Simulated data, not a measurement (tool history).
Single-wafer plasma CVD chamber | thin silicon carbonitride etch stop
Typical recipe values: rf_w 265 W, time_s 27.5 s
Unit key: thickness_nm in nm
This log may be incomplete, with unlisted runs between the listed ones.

run   hour  rf_w  time_s  wafers since the last listed run  hours since the last thermocouple change  hours since the last RF generator calibration  hours since the showerhead was replaced  hours since the gauge calibration  read-back reference wafer on the same gauge, thickness_nm  thickness_nm
  1      0   265    27.5                                 0                                    2368.8                                         1717.1                                   7482.8                              190.7                                                     18.501        16.834
  2    9.1   230    27.5                               145                                    2377.9                                         1726.2                                   7491.9                              199.8                                                     18.486        15.747
  3   24.7   230    27.5                               250                                    2393.5                                         1741.8                                   7507.5                              215.4                                                     18.498        15.701
  4   37.2   230    31.2                               200                                      2406                                         1754.3                                     7520                              227.9                                                     18.507        17.839
  5   53.2   230    31.2                               256                                      2422                                         1770.3                                     7536                              243.9                                                     18.514        17.856
  6     63   265    27.5                               157                                    2431.8                                         1780.1                                   7545.8                              253.7                                                     18.503        16.853
  7   72.2   265    27.5                               147                                      2441                                         1789.3                                     7555                              262.9                                                     18.486        16.787
  8   79.9   265    27.5                               123                                    2448.7                                           1797                                   7562.7                              270.6                                                     18.498        16.786
  9   88.8   265    27.5                               142                                    2457.6                                         1805.9                                   7571.6                              279.5                                                     18.498         16.78
 10     97   230    24.8                               131                                    2465.8                                         1814.1                                   7579.8                              287.7                                                      18.51        14.154
 11  113.1   230    24.8                               258                                    2481.9                                         1830.2                                   7595.9                              303.8                                                      18.49         14.15
       119  -- gauge calibrated
 12  128.6   290    27.5                               248                                    2497.4                                         1845.7                                   7611.4                                9.6                                                     18.499        17.458
 13  143.6   265    23.8                               240                                    2512.4                                         1860.7                                   7626.4                               24.6                                                     18.506        14.531
 14  159.7   250    25.8                               258                                    2528.5                                         1876.8                                   7642.5                               40.7                                                      18.51        15.324
 15  172.2   265    27.5                               200                                      2541                                         1889.3                                     7655                               53.2                                                     18.502        16.769
     182.6  -- thermocouple changed; heater temperature recalibrated
 16  188.7   265    30.1                               136                                       6.1                                         1905.8                                   7671.5                               69.7                                                     18.498        18.366
 17  200.2   295    25.2                               184                                      17.6                                         1917.3                                     7683                               81.2                                                     18.494        16.113
     214.1  -- RF generator calibrated
 18  214.6   265    27.5                               102                                        32                                            0.5                                   7697.4                               95.6                                                     18.496        17.379

Run 19 is up next; what results do you expect?
 19   226   305    22.2                               182                                      43.4                                           11.9                                   7708.8                                107                                                          ?             ?

{"run 19": {"read-back reference wafer on the same gauge, thickness_nm": 18.505, "thickness_nm": 14.9}}
Without the tool's hidden state the same run would have given thickness_nm 14.923 nm.
